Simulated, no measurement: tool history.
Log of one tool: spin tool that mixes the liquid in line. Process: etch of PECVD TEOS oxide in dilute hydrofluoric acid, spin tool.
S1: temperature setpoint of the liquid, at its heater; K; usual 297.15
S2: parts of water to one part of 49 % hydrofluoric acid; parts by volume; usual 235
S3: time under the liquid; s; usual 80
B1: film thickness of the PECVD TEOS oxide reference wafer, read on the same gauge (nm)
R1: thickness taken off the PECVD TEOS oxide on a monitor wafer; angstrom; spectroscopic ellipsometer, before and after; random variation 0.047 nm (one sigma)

{"run": 1, "day": 0.0, "S1": 297.15, "S2": 180, "S3": 80, "B1": 95.46, "R1": 70.5}
{"run": 2, "day": 1.508, "S1": 297.15, "S2": 180, "S3": 80, "B1": 95.36, "R1": 70.7}
{"run": 3, "day": 4.754, "S1": 297.15, "S2": 180, "S3": 80, "B1": 95.18, "R1": 70.1}
{"run": 4, "day": 7.183, "S1": 297.15, "S2": 235, "S3": 105, "B1": 95.07, "R1": 66.9}
{"run": 5, "day": 10.067, "S1": 297.15, "S2": 235, "S3": 105, "B1": 94.96, "R1": 66.8}
{"run": 6, "day": 13.021, "S1": 297.15, "S2": 235, "S3": 105, "B1": 94.85, "R1": 66.8}
{"run": 7, "day": 15.558, "S1": 297.15, "S2": 235, "S3": 80, "B1": 94.74, "R1": 50.6}
{"run": 8, "day": 18.288, "S1": 297.15, "S2": 235, "S3": 80, "B1": 94.68, "R1": 51.0}
{"day": 19.817, "done": "hydrofluoric acid flow meter replaced"}
{"run": 9, "day": 20.629, "S1": 297.15, "S2": 235, "S3": 80, "B1": 94.62, "R1": 50.8}
{"day": 21.621, "done": "thermometer replaced"}
{"run": 10, "day": 21.829, "S1": 297.15, "S2": 235, "S3": 50, "B1": 94.57, "R1": 31.9}
{"run": 11, "day": 22.846, "S1": 297.15, "S2": 235, "S3": 80, "B1": 94.55, "R1": 50.5}
{"run": 12, "day": 24.383, "S1": 297.15, "S2": 235, "S3": 80, "B1": 94.52, "R1": 50.9}
{"run": 13, "day": 26.788, "S1": 297.15, "S2": 235, "S3": 80, "B1": 94.49, "R1": 51.6}
{"run": 14, "day": 28.642, "S1": 297.15, "S2": 290, "S3": 80, "B1": 94.45, "R1": 38.9}
{"run": 15, "day": 30.575, "S1": 297.15, "S2": 290, "S3": 80, "B1": 94.41, "R1": 38.4}
{"run": 16, "day": 33.262, "S1": 297.15, "S2": 235, "S3": 80, "B1": 94.37, "R1": 51.3}
{"run": 17, "day": 34.483, "S1": 292.65, "S2": 125, "S3": 80, "B1": 94.35, "R1": 89.4}
{"run": 18, "day": 35.521, "S1": 297.15, "S2": 235, "S3": 80, "B1": 94.33, "R1": 50.2}
{"run": 19, "day": 37.821, "S1": 295.15, "S2": 310, "S3": 35, "B1": 94.31, "R1": 14.7}
{"run": 20, "day": 40.358, "S1": 297.15, "S2": 235, "S3": 80, "B1": 94.28, "R1": 51.3}
{"day": 41.125, "done": "gauge calibrated"}
{"run": 21, "day": 41.967, "S1": 301.65, "S2": 235, "S3": 80, "B1": 99.12, "R1": 62.3}
{"run": 22, "day": 44.225, "S1": 300.65, "S2": 190, "S3": 105, "B1": 98.49, "R1": 100.2}
{"run": 23, "day": 46.479, "S1": 300.15, "S2": 235, "S3": 65, "B1": 97.94, "R1": 47.4}
{"run": 24, "day": 48.533, "S1": 292.65, "S2": 125, "S3": 80, "B1": 97.47, "R1": 92.1}
{"run": 25, "day": 50.05, "S1": 297.15, "S2": 150, "S3": 120, "B1": 97.16, "R1": 137.3}
{"run": 26, "day": 52.683, "S1": 297.15, "S2": 235, "S3": 80, "B1": 96.65, "R1": 52.3}
{"run": 27, "day": 55.346, "S1": 297.15, "S2": 265, "S3": 65, "B1": 96.18, "R1": 36.5}
{"run": 28, "day": 56.842, "S1": 301.15, "S2": 200, "S3": 105, "B1": 95.95, "R1": 95.1}
{"run": 29, "day": 59.679, "S1": 297.15, "S2": 235, "S3": 80, "B1": 95.55, "R1": 51.7}
{"run": 30, "day": 61.4, "S1": 299.15, "S2": 175, "S3": 120, "B1": 95.33, "R1": 118.4}
{"run": 31, "day": 62.662, "S1": 297.15, "S2": 235, "S3": 45, "B1": 95.16, "R1": 28.8}
{"day": 64.15, "done": "hydrofluoric acid flow meter replaced"}
{"run": 32, "day": 65.225, "S1": 297.15, "S2": 235, "S3": 80, "B1": 94.87, "R1": 50.8}

The tool's hidden state at each run:
liquid hotter than its thermometer reads (K): 0 in every run
hydrofluoric acid flow above the setpoint (%): 0 in every run
H1: gauge reads high (%)
run=1 H1=-4.55
run=2 H1=-4.64
run=3 H1=-4.82
run=4 H1=-4.93
run=5 H1=-5.05
run=6 H1=-5.16
run=7 H1=-5.24
run=8 H1=-5.32
run=9 H1=-5.39
run=10 H1=-5.41
run=11 H1=-5.44
run=12 H1=-5.47
run=13 H1=-5.52
run=14 H1=-5.55
run=15 H1=-5.58
run=16 H1=-5.63
run=17 H1=-5.64
run=18 H1=-5.66
run=19 H1=-5.68
run=20 H1=-5.71
run=21 H1=-0.858
run=22 H1=-1.49
run=23 H1=-2.05
run=24 H1=-2.52
run=25 H1=-2.85
run=26 H1=-3.35
run=27 H1=-3.81
run=28 H1=-4.05
run=29 H1=-4.45
run=30 H1=-4.68
run=31 H1=-4.83
run=32 H1=-5.11

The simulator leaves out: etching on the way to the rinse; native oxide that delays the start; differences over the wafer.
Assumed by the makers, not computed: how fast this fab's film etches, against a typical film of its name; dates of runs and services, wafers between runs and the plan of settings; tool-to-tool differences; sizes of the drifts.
